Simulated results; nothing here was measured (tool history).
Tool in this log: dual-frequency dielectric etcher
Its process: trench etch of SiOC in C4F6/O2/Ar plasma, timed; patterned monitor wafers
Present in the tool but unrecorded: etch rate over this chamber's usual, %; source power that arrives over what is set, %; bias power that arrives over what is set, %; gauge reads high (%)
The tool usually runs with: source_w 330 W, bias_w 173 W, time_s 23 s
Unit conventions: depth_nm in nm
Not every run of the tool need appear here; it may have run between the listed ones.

run,day,source_w,bias_w,time_s,wafers since the last listed run,hours since the last wet clean,hours since the last source power generator calibration,hours since the last bias power generator calibration,hours since the last upper electrode change,hours since the gauge calibration,"read-back reference wafer on the same gauge, depth_nm",depth_nm
1,0,330,186,23,0,505.7,2308.9,2179.9,4750.9,179.7,45.9,47.46
2,1.738,330,186,23,803,547.4,2350.6,2221.6,4792.6,221.4,45.91,47.3
3,2.142,330,173,23,186,557.1,2360.3,2231.3,4802.3,231.1,45.9,46.66
4,2.479,330,173,23,156,565.2,2368.4,2239.4,4810.4,239.2,45.91,46.76
5,2.875,330,173,23,183,574.7,2377.9,2248.9,4819.9,248.7,45.9,46.63
# day 4.333: wet clean of the chamber
6,4.354,330,173,23,221,0.5,2413.4,2284.4,4855.4,284.2,45.91,47.64
7,4.367,330,149,20,5,0.8,2413.7,2284.7,4855.7,284.5,45.91,40.21
8,4.542,330,173,23,80,5,2417.9,2288.9,4859.9,288.7,45.9,47.71
9,4.896,280,150,25.5,163,13.5,2426.4,2297.4,4868.4,297.2,45.91,46.42
10,5.6,330,173,29.5,325,30.4,2443.3,2314.3,4885.3,314.1,45.9,61.24
11,6.2,330,173,23,277,44.8,2457.7,2328.7,4899.7,328.5,45.9,47.56
12,6.888,330,173,23,317,61.3,2474.2,2345.2,4916.2,345,45.88,47.65
13,7.233,330,186,23,159,69.6,2482.5,2353.5,4924.5,353.3,45.91,48.44
14,7.579,270,133,23,159,77.9,2490.8,2361.8,4932.8,361.6,45.9,39.92
# day 7.65: gauge calibrated
15,8.25,330,186,23,310,94,2506.9,2377.9,4948.9,14.4,45.9,48.33

Run 16 comes next. What will it give?
16,8.542,350,161,29,134,101,2513.9,2384.9,4955.9,21.4,?,?

{"run 16": {"read-back reference wafer on the same gauge, depth_nm": 45.88, "depth_nm": 61.09}}
If the tool had no hidden condition, the same run with the same run-to-run variation would have returned depth_nm 59.77 nm.
